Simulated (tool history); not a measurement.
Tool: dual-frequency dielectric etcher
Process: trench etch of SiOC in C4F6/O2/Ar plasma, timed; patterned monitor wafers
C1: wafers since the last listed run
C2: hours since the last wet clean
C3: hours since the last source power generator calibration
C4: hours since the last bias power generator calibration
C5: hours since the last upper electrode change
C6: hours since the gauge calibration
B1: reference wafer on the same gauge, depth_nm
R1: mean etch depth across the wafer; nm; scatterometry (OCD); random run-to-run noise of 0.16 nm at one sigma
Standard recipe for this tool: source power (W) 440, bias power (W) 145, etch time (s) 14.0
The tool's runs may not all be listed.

{"run": 1, "hour": 0.0, "source power (W)": 440, "bias power (W)": 126, "etch time (s)": 16.5, "C1": 0, "C2": 484.0, "C3": 3458.0, "C4": 3761.2, "C5": 2921.7, "C6": 83.1, "B1": 26.3, "R1": 28.59}
{"hour": 40.4, "done": "wet clean of the chamber"}
{"run": 2, "hour": 40.9, "source power (W)": 440, "bias power (W)": 126, "etch time (s)": 16.5, "C1": 320, "C2": 0.5, "C3": 3498.9, "C4": 3802.1, "C5": 2962.6, "C6": 124.0, "B1": 26.31, "R1": 29.64}
{"run": 3, "hour": 88.4, "source power (W)": 440, "bias power (W)": 126, "etch time (s)": 16.5, "C1": 900, "C2": 48.0, "C3": 3546.4, "C4": 3849.6, "C5": 3010.1, "C6": 171.5, "B1": 26.31, "R1": 29.52}
{"run": 4, "hour": 113.5, "source power (W)": 440, "bias power (W)": 145, "etch time (s)": 14.0, "C1": 475, "C2": 73.1, "C3": 3571.5, "C4": 3874.7, "C5": 3035.2, "C6": 196.6, "B1": 26.31, "R1": 26.12}
{"run": 5, "hour": 154.9, "source power (W)": 440, "bias power (W)": 145, "etch time (s)": 14.0, "C1": 784, "C2": 114.5, "C3": 3612.9, "C4": 3916.1, "C5": 3076.6, "C6": 238.0, "B1": 26.3, "R1": 25.72}
{"run": 6, "hour": 201.4, "source power (W)": 440, "bias power (W)": 145, "etch time (s)": 14.0, "C1": 881, "C2": 161.0, "C3": 3659.4, "C4": 3962.6, "C5": 3123.1, "C6": 284.5, "B1": 26.31, "R1": 25.87}
{"run": 7, "hour": 226.0, "source power (W)": 440, "bias power (W)": 145, "etch time (s)": 14.0, "C1": 466, "C2": 185.6, "C3": 3684.0, "C4": 3987.2, "C5": 3147.7, "C6": 309.1, "B1": 26.33, "R1": 25.95}
{"run": 8, "hour": 281.7, "source power (W)": 440, "bias power (W)": 145, "etch time (s)": 14.0, "C1": 1055, "C2": 241.3, "C3": 3739.7, "C4": 4042.9, "C5": 3203.4, "C6": 364.8, "B1": 26.29, "R1": 25.64}
{"run": 9, "hour": 346.5, "source power (W)": 440, "bias power (W)": 145, "etch time (s)": 14.0, "C1": 1228, "C2": 306.1, "C3": 3804.5, "C4": 4107.7, "C5": 3268.2, "C6": 429.6, "B1": 26.32, "R1": 25.7}
{"run": 10, "hour": 372.6, "source power (W)": 440, "bias power (W)": 165, "etch time (s)": 16.5, "C1": 494, "C2": 332.2, "C3": 3830.6, "C4": 4133.8, "C5": 3294.3, "C6": 455.7, "B1": 26.3, "R1": 31.45}
{"hour": 387.1, "done": "bias power generator calibrated"}
{"hour": 449.6, "done": "wet clean of the chamber"}
{"run": 11, "hour": 450.1, "source power (W)": 440, "bias power (W)": 145, "etch time (s)": 14.0, "C1": 938, "C2": 0.5, "C3": 3908.1, "C4": 63.0, "C5": 3371.8, "C6": 533.2, "B1": 26.31, "R1": 26.18}
{"run": 12, "hour": 487.1, "source power (W)": 440, "bias power (W)": 145, "etch time (s)": 14.0, "C1": 701, "C2": 37.5, "C3": 3945.1, "C4": 100.0, "C5": 3408.8, "C6": 570.2, "B1": 26.28, "R1": 25.72}
{"run": 13, "hour": 528.6, "source power (W)": 440, "bias power (W)": 145, "etch time (s)": 14.0, "C1": 786, "C2": 79.0, "C3": 3986.6, "C4": 141.5, "C5": 3450.3, "C6": 611.7, "B1": 26.33, "R1": 25.81}
{"run": 14, "hour": 594.4, "source power (W)": 440, "bias power (W)": 145, "etch time (s)": 14.0, "C1": 1247, "C2": 144.8, "C3": 4052.4, "C4": 207.3, "C5": 3516.1, "C6": 677.5, "B1": 26.31, "R1": 25.64}
{"run": 15, "hour": 621.2, "source power (W)": 440, "bias power (W)": 173, "etch time (s)": 14.0, "C1": 508, "C2": 171.6, "C3": 4079.2, "C4": 234.1, "C5": 3542.9, "C6": 704.3, "B1": 26.3, "R1": 26.64}
{"hour": 655.7, "done": "upper electrode replaced"}
{"hour": 661.6, "done": "gauge calibrated"}
{"run": 16, "hour": 677.2, "source power (W)": 440, "bias power (W)": 145, "etch time (s)": 14.0, "C1": 606, "C2": 227.6, "C3": 4135.2, "C4": 290.1, "C5": 21.5, "C6": 15.6, "B1": 26.31, "R1": 25.5}
{"run": 17, "hour": 730.5, "source power (W)": 410, "bias power (W)": 145, "etch time (s)": 17.0, "C1": 1010, "C2": 280.9, "C3": 4188.5, "C4": 343.4, "C5": 74.8, "C6": 68.9, "B1": 26.31, "R1": 29.23}
{"run": 18, "hour": 801.1, "source power (W)": 440, "bias power (W)": 145, "etch time (s)": 12.0, "C1": 1338, "C2": 351.5, "C3": 4259.1, "C4": 414.0, "C5": 145.4, "C6": 139.5, "B1": 26.33, "R1": 21.89}
{"hour": 805.9, "done": "source power generator calibrated"}
{"run": 19, "hour": 844.2, "source power (W)": 540, "bias power (W)": 132, "etch time (s)": 12.5, "C1": 741, "C2": 394.6, "C3": 38.3, "C4": 457.1, "C5": 188.5, "C6": 182.6, "B1": 26.29, "R1": 24.79}
{"hour": 915.3, "done": "wet clean of the chamber"}
{"run": 20, "hour": 915.8, "source power (W)": 440, "bias power (W)": 145, "etch time (s)": 14.0, "C1": 902, "C2": 0.5, "C3": 109.9, "C4": 528.7, "C5": 260.1, "C6": 254.2, "B1": 26.31, "R1": 26.03}
{"run": 21, "hour": 941.5, "source power (W)": 400, "bias power (W)": 145, "etch time (s)": 13.0, "C1": 487, "C2": 26.2, "C3": 135.6, "C4": 554.4, "C5": 285.8, "C6": 279.9, "B1": 26.28, "R1": 22.59}
{"run": 22, "hour": 976.7, "source power (W)": 440, "bias power (W)": 145, "etch time (s)": 11.5, "C1": 667, "C2": 61.4, "C3": 170.8, "C4": 589.6, "C5": 321.0, "C6": 315.1, "B1": 26.28, "R1": 21.52}
{"run": 23, "hour": 1017.9, "source power (W)": 340, "bias power (W)": 145, "etch time (s)": 14.0, "C1": 781, "C2": 102.6, "C3": 212.0, "C4": 630.8, "C5": 362.2, "C6": 356.3, "B1": 26.28, "R1": 22.04}
{"run": 24, "hour": 1081.8, "source power (W)": 360, "bias power (W)": 123, "etch time (s)": 16.0, "C1": 1211, "C2": 166.5, "C3": 275.9, "C4": 694.7, "C5": 426.1, "C6": 420.2, "B1": 26.31, "R1": 24.82}
{"run": 25, "hour": 1115.7, "source power (W)": 540, "bias power (W)": 178, "etch time (s)": 14.0, "C1": 642, "C2": 200.4, "C3": 309.8, "C4": 728.6, "C5": 460.0, "C6": 454.1, "B1": 26.33, "R1": 30.88}

Below, each run's measurement less what the same run would have read without the hidden state. Both values contain the same run-to-run variation, but the gauge's scatter may not be the same in both:
Hidden state at play: etch rate over this chamber's usual, %; source power that arrives over what is set, %; bias power that arrives over what is set, %; gauge reads high (%).
run=1 R1=-1.16
run=2 R1=-0.03
run=3 R1=-0.14
run=4 R1=-0.17
run=5 R1=-0.25
run=6 R1=-0.34
run=7 R1=-0.39
run=8 R1=-0.50
run=9 R1=-0.62
run=10 R1=-0.83
run=11 R1=-0.21
run=12 R1=-0.28
run=13 R1=-0.36
run=14 R1=-0.49
run=15 R1=-0.56
run=16 R1=-0.65
run=17 R1=-0.87
run=18 R1=-0.77
run=19 R1=-0.96
run=20 R1=-0.06
run=21 R1=-0.10
run=22 R1=-0.14
run=23 R1=-0.22
run=24 R1=-0.37
run=25 R1=-0.54

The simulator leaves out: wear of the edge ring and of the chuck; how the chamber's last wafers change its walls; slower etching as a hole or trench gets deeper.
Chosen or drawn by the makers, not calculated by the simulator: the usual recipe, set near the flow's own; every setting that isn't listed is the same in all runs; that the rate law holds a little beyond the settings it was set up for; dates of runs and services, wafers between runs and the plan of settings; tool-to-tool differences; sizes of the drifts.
